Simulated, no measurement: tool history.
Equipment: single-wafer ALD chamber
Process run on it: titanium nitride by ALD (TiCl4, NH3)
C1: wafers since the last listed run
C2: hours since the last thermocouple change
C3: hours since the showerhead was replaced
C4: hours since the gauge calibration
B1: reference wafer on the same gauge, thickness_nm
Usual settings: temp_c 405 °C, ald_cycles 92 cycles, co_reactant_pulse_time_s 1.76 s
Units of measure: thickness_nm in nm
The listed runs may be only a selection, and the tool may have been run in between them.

run 1 hour=0 | temp_c=405 ald_cycles=92 co_reactant_pulse_time_s=1.23 | C1=0 C2=1789.5 C3=6675.7 C4=262.5 | B1=1.78 | thickness_nm=2.038
run 2 hour=9.8 | temp_c=405 ald_cycles=92 co_reactant_pulse_time_s=1.76 | C1=33 C2=1799.3 C3=6685.5 C4=272.3 | B1=1.781 | thickness_nm=2.069
run 3 hour=55.7 | temp_c=405 ald_cycles=92 co_reactant_pulse_time_s=1.76 | C1=156 C2=1845.2 C3=6731.4 C4=318.2 | B1=1.781 | thickness_nm=2.067
-- hour=67.2 gauge calibrated
run 4 hour=71 | temp_c=405 ald_cycles=92 co_reactant_pulse_time_s=1.76 | C1=52 C2=1860.5 C3=6746.7 C4=3.8 | B1=1.778 | thickness_nm=2.069
run 5 hour=83.6 | temp_c=405 ald_cycles=92 co_reactant_pulse_time_s=1.76 | C1=42 C2=1873.1 C3=6759.3 C4=16.4 | B1=1.782 | thickness_nm=2.067
run 6 hour=98.3 | temp_c=405 ald_cycles=105 co_reactant_pulse_time_s=1.51 | C1=50 C2=1887.8 C3=6774 C4=31.1 | B1=1.778 | thickness_nm=2.349
run 7 hour=148.6 | temp_c=405 ald_cycles=105 co_reactant_pulse_time_s=1.51 | C1=171 C2=1938.1 C3=6824.3 C4=81.4 | B1=1.778 | thickness_nm=2.335
run 8 hour=165 | temp_c=405 ald_cycles=92 co_reactant_pulse_time_s=1.22 | C1=55 C2=1954.5 C3=6840.7 C4=97.8 | B1=1.78 | thickness_nm=2.04
run 9 hour=179.8 | temp_c=405 ald_cycles=92 co_reactant_pulse_time_s=1.76 | C1=50 C2=1969.3 C3=6855.5 C4=112.6 | B1=1.778 | thickness_nm=2.065
run 10 hour=197.5 | temp_c=405 ald_cycles=92 co_reactant_pulse_time_s=1.76 | C1=60 C2=1987 C3=6873.2 C4=130.3 | B1=1.779 | thickness_nm=2.069
run 11 hour=208.6 | temp_c=415 ald_cycles=92 co_reactant_pulse_time_s=1.76 | C1=37 C2=1998.1 C3=6884.3 C4=141.4 | B1=1.78 | thickness_nm=2.086
run 12 hour=214.7 | temp_c=415 ald_cycles=92 co_reactant_pulse_time_s=1.76 | C1=20 C2=2004.2 C3=6890.4 C4=147.5 | B1=1.781 | thickness_nm=2.083
run 13 hour=229.5 | temp_c=415 ald_cycles=92 co_reactant_pulse_time_s=1.76 | C1=50 C2=2019 C3=6905.2 C4=162.3 | B1=1.779 | thickness_nm=2.084
run 14 hour=237.9 | temp_c=405 ald_cycles=104 co_reactant_pulse_time_s=1.76 | C1=28 C2=2027.4 C3=6913.6 C4=170.7 | B1=1.779 | thickness_nm=2.344
-- hour=255.4 thermocouple changed; heater temperature recalibrated
run 15 hour=255.9 | temp_c=405 ald_cycles=104 co_reactant_pulse_time_s=1.76 | C1=34 C2=0.5 C3=6931.6 C4=188.7 | B1=1.78 | thickness_nm=2.337
run 16 hour=259.7 | temp_c=405 ald_cycles=92 co_reactant_pulse_time_s=1.76 | C1=12 C2=4.3 C3=6935.4 C4=192.5 | B1=1.777 | thickness_nm=2.063
-- hour=273.2 showerhead replaced
run 17 hour=296.2 | temp_c=409 ald_cycles=92 co_reactant_pulse_time_s=2.22 | C1=97 C2=40.8 C3=23 C4=229 | B1=1.78 | thickness_nm=2.085
run 18 hour=304.5 | temp_c=409 ald_cycles=92 co_reactant_pulse_time_s=2.22 | C1=28 C2=49.1 C3=31.3 C4=237.3 | B1=1.78 | thickness_nm=2.085
run 19 hour=322 | temp_c=400 ald_cycles=101 co_reactant_pulse_time_s=1.76 | C1=59 C2=66.6 C3=48.8 C4=254.8 | B1=1.781 | thickness_nm=2.257
-- hour=333.8 gauge calibrated
run 20 hour=338.5 | temp_c=416 ald_cycles=83 co_reactant_pulse_time_s=2.21 | C1=56 C2=83.1 C3=65.3 C4=4.7 | B1=1.781 | thickness_nm=1.889
run 21 hour=353.8 | temp_c=391 ald_cycles=92 co_reactant_pulse_time_s=1.76 | C1=52 C2=98.4 C3=80.6 C4=20 | B1=1.78 | thickness_nm=2.037
run 22 hour=362.2 | temp_c=405 ald_cycles=92 co_reactant_pulse_time_s=1.76 | C1=28 C2=106.8 C3=89 C4=28.4 | B1=1.779 | thickness_nm=2.063
run 23 hour=375.5 | temp_c=401 ald_cycles=107 co_reactant_pulse_time_s=1.35 | C1=45 C2=120.1 C3=102.3 C4=41.7 | B1=1.781 | thickness_nm=2.362
run 24 hour=388.9 | temp_c=405 ald_cycles=92 co_reactant_pulse_time_s=1.39 | C1=45 C2=133.5 C3=115.7 C4=55.1 | B1=1.782 | thickness_nm=2.048
run 25 hour=397.7 | temp_c=413 ald_cycles=75 co_reactant_pulse_time_s=1.76 | C1=29 C2=142.3 C3=124.5 C4=63.9 | B1=1.777 | thickness_nm=1.702
run 26 hour=415.3 | temp_c=405 ald_cycles=92 co_reactant_pulse_time_s=1.76 | C1=59 C2=159.9 C3=142.1 C4=81.5 | B1=1.782 | thickness_nm=2.069
run 27 hour=428.6 | temp_c=416 ald_cycles=83 co_reactant_pulse_time_s=2.21 | C1=45 C2=173.2 C3=155.4 C4=94.8 | B1=1.78 | thickness_nm=1.883
run 28 hour=441.2 | temp_c=405 ald_cycles=97 co_reactant_pulse_time_s=1.76 | C1=42 C2=185.8 C3=168 C4=107.4 | B1=1.78 | thickness_nm=2.181
run 29 hour=448.6 | temp_c=405 ald_cycles=92 co_reactant_pulse_time_s=1.22 | C1=25 C2=193.2 C3=175.4 C4=114.8 | B1=1.78 | thickness_nm=2.031
run 30 hour=464.6 | temp_c=405 ald_cycles=81 co_reactant_pulse_time_s=2.26 | C1=54 C2=209.2 C3=191.4 C4=130.8 | B1=1.78 | thickness_nm=1.837
run 31 hour=476 | temp_c=397 ald_cycles=92 co_reactant_pulse_time_s=2.06 | C1=38 C2=220.6 C3=202.8 C4=142.2 | B1=1.781 | thickness_nm=2.069
run 32 hour=487.1 | temp_c=405 ald_cycles=92 co_reactant_pulse_time_s=2.3 | C1=37 C2=231.7 C3=213.9 C4=153.3 | B1=1.781 | thickness_nm=2.08
run 33 hour=497 | temp_c=405 ald_cycles=92 co_reactant_pulse_time_s=1.76 | C1=33 C2=241.6 C3=223.8 C4=163.2 | B1=1.779 | thickness_nm=2.065
run 34 hour=507.8 | temp_c=397 ald_cycles=92 co_reactant_pulse_time_s=1.76 | C1=36 C2=252.4 C3=234.6 C4=174 | B1=1.782 | thickness_nm=2.061
run 35 hour=523.2 | temp_c=417 ald_cycles=92 co_reactant_pulse_time_s=1.76 | C1=52 C2=267.8 C3=250 C4=189.4 | B1=1.781 | thickness_nm=2.085
run 36 hour=564.6 | temp_c=413 ald_cycles=105 co_reactant_pulse_time_s=1.25 | C1=140 C2=309.2 C3=291.4 C4=230.8 | B1=1.78 | thickness_nm=2.353
run 37 hour=576.5 | temp_c=405 ald_cycles=79 co_reactant_pulse_time_s=1.46 | C1=40 C2=321.1 C3=303.3 C4=242.7 | B1=1.781 | thickness_nm=1.763

Below are 3 alternative next runs, each starting from the tool's condition after run 37. Predict each:
run A hour=577.1 | temp_c=405 ald_cycles=92 co_reactant_pulse_time_s=1.19 | C1=2 C2=321.7 C3=303.9 C4=243.3 | B1=? | thickness_nm=?
run B hour=577.1 | temp_c=411 ald_cycles=84 co_reactant_pulse_time_s=1.76 | C1=2 C2=321.7 C3=303.9 C4=243.3 | B1=? | thickness_nm=?
run C hour=577.1 | temp_c=405 ald_cycles=77 co_reactant_pulse_time_s=1.2 | C1=2 C2=321.7 C3=303.9 C4=243.3 | B1=? | thickness_nm=?

run=A B1=1.782 thickness_nm=2.035
run=B B1=1.782 thickness_nm=1.89
run=C B1=1.782 thickness_nm=1.703
Had the tool no hidden state, the same runs would have come out as:
run=A thickness_nm=2.035
run=B thickness_nm=1.89
run=C thickness_nm=1.703
